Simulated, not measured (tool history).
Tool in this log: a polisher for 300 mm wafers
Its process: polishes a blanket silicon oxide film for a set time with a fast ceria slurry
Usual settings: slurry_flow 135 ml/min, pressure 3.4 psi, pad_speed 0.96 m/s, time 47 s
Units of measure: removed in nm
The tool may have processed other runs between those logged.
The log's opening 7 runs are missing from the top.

| run | hour | slurry_flow | pressure | pad_speed | time | incoming thickness of the incoming film, nm | removed |
|---|---|---|---|---|---|---|---|
| 8 | 649 | 135 | 3.4 | 0.96 | 47 | 2446.9 | 780.5 |
| 9 | 693.2 | 125 | 3.4 | 0.96 | 47 | 2453.9 | 763.1 |
| 10 | 763.1 | 125 | 3.4 | 0.96 | 47 | 2414.3 | 750.6 |
|  | 853.9 | worn pad replaced by a new one |
|  | 1033.6 | slurry nozzle cleaned |
| 11 | 1053.9 | 135 | 3.1 | 0.96 | 47 | 2425.8 | 711.3 |
| 12 | 1136.2 | 155 | 3.4 | 0.96 | 47 | 2467.8 | 792 |
| 13 | 1265.2 | 155 | 3.4 | 0.96 | 47 | 2447.9 | 773.6 |
| 14 | 1354.5 | 155 | 3.4 | 0.96 | 47 | 2467.4 | 758.9 |
|  | 1432 | head pressure recalibrated |
| 15 | 1458.4 | 135 | 3.4 | 0.96 | 47 | 2439.2 | 760.4 |
| 16 | 1526.6 | 135 | 3.4 | 0.96 | 47 | 2474.4 | 753.3 |
|  | 1547.7 | worn pad replaced by a new one |
| 17 | 1614.4 | 135 | 3.4 | 0.96 | 47 | 2476.6 | 733.5 |
|  | 1698.3 | slurry nozzle cleaned |
| 18 | 1710.5 | 135 | 3.4 | 0.84 | 40 | 2413.5 | 604.9 |
| 19 | 1812.1 | 135 | 3.4 | 0.96 | 47 | 2442 | 780.3 |

What will run 20 give?
| 20 | 1903.7 | 135 | 3.4 | 0.96 | 47 | 2423.1 | ? |

Run 20 measured removed 758.5 nm.
With no hidden state in the tool, this same run would have given removed 771.9 nm.
